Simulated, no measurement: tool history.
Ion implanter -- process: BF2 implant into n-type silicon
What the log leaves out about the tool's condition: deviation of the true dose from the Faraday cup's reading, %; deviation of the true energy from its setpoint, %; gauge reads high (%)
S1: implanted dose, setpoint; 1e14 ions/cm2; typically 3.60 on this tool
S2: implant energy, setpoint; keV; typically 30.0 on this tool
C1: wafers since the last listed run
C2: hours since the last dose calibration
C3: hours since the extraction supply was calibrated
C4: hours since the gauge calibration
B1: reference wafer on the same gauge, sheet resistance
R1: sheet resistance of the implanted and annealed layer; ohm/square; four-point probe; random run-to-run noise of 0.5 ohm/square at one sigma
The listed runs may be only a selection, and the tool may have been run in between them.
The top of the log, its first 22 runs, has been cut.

{"run": 23, "hour": 786.3, "S1": 3.6, "S2": 30.0, "C1": 302, "C2": 530.9, "C3": 73.3, "C4": 51.3, "B1": 394.06, "R1": 336.24}
{"run": 24, "hour": 815.8, "S1": 3.6, "S2": 30.0, "C1": 401, "C2": 560.4, "C3": 102.8, "C4": 80.8, "B1": 394.04, "R1": 335.75}
{"run": 25, "hour": 849.9, "S1": 3.6, "S2": 40.0, "C1": 464, "C2": 594.5, "C3": 136.9, "C4": 114.9, "B1": 393.96, "R1": 327.31}
{"run": 26, "hour": 866.4, "S1": 4.08, "S2": 30.0, "C1": 224, "C2": 611.0, "C3": 153.4, "C4": 131.4, "B1": 394.01, "R1": 302.43}
{"hour": 908.8, "done": "Faraday cup replaced and dose calibrated"}
{"run": 27, "hour": 950.9, "S1": 3.18, "S2": 35.0, "C1": 1041, "C2": 42.1, "C3": 237.9, "C4": 215.9, "B1": 394.16, "R1": 365.37}
{"run": 28, "hour": 972.0, "S1": 3.99, "S2": 39.5, "C1": 287, "C2": 63.2, "C3": 259.0, "C4": 237.0, "B1": 393.84, "R1": 296.67}
{"run": 29, "hour": 1007.3, "S1": 2.55, "S2": 25.5, "C1": 480, "C2": 98.5, "C3": 294.3, "C4": 272.3, "B1": 393.96, "R1": 452.76}
{"run": 30, "hour": 1027.9, "S1": 4.31, "S2": 35.5, "C1": 280, "C2": 119.1, "C3": 314.9, "C4": 292.9, "B1": 394.11, "R1": 281.78}
{"run": 31, "hour": 1055.6, "S1": 3.6, "S2": 30.0, "C1": 377, "C2": 146.8, "C3": 342.6, "C4": 320.6, "B1": 393.86, "R1": 333.71}
{"run": 32, "hour": 1080.9, "S1": 3.6, "S2": 30.0, "C1": 344, "C2": 172.1, "C3": 367.9, "C4": 345.9, "B1": 394.13, "R1": 334.32}
{"run": 33, "hour": 1113.9, "S1": 4.33, "S2": 35.0, "C1": 449, "C2": 205.1, "C3": 400.9, "C4": 378.9, "B1": 393.94, "R1": 281.11}
{"run": 34, "hour": 1127.2, "S1": 3.91, "S2": 30.0, "C1": 181, "C2": 218.4, "C3": 414.2, "C4": 392.2, "B1": 393.9, "R1": 312.82}
{"run": 35, "hour": 1156.2, "S1": 3.2, "S2": 39.5, "C1": 394, "C2": 247.4, "C3": 443.2, "C4": 421.2, "B1": 393.98, "R1": 361.34}
{"run": 36, "hour": 1183.2, "S1": 4.24, "S2": 37.5, "C1": 367, "C2": 274.4, "C3": 470.2, "C4": 448.2, "B1": 394.13, "R1": 286.1}
{"run": 37, "hour": 1212.4, "S1": 3.0, "S2": 27.0, "C1": 397, "C2": 303.6, "C3": 499.4, "C4": 477.4, "B1": 394.01, "R1": 396.31}

Forecast each of these 4 alternatives for the next run:
{"run": "A", "hour": 1212.8, "S1": 3.01, "S2": 30.0, "C1": 5, "C2": 304.0, "C3": 499.8, "C4": 477.8, "B1": "?", "R1": "?"}
{"run": "B", "hour": 1212.8, "S1": 4.52, "S2": 38.5, "C1": 5, "C2": 304.0, "C3": 499.8, "C4": 477.8, "B1": "?", "R1": "?"}
{"run": "C", "hour": 1212.8, "S1": 3.6, "S2": 38.0, "C1": 5, "C2": 304.0, "C3": 499.8, "C4": 477.8, "B1": "?", "R1": "?"}
{"run": "D", "hour": 1212.8, "S1": 2.63, "S2": 30.0, "C1": 5, "C2": 304.0, "C3": 499.8, "C4": 477.8, "B1": "?", "R1": "?"}

run=A B1=394.04 R1=390.53
run=B B1=394.04 R1=269.39
run=C B1=394.04 R1=327.91
run=D B1=394.04 R1=437.84
With the hidden condition removed and each run's random variation left untouched, the same runs would have given:
run=A R1=386.14
run=B R1=266.35
run=C R1=324.20
run=D R1=432.97
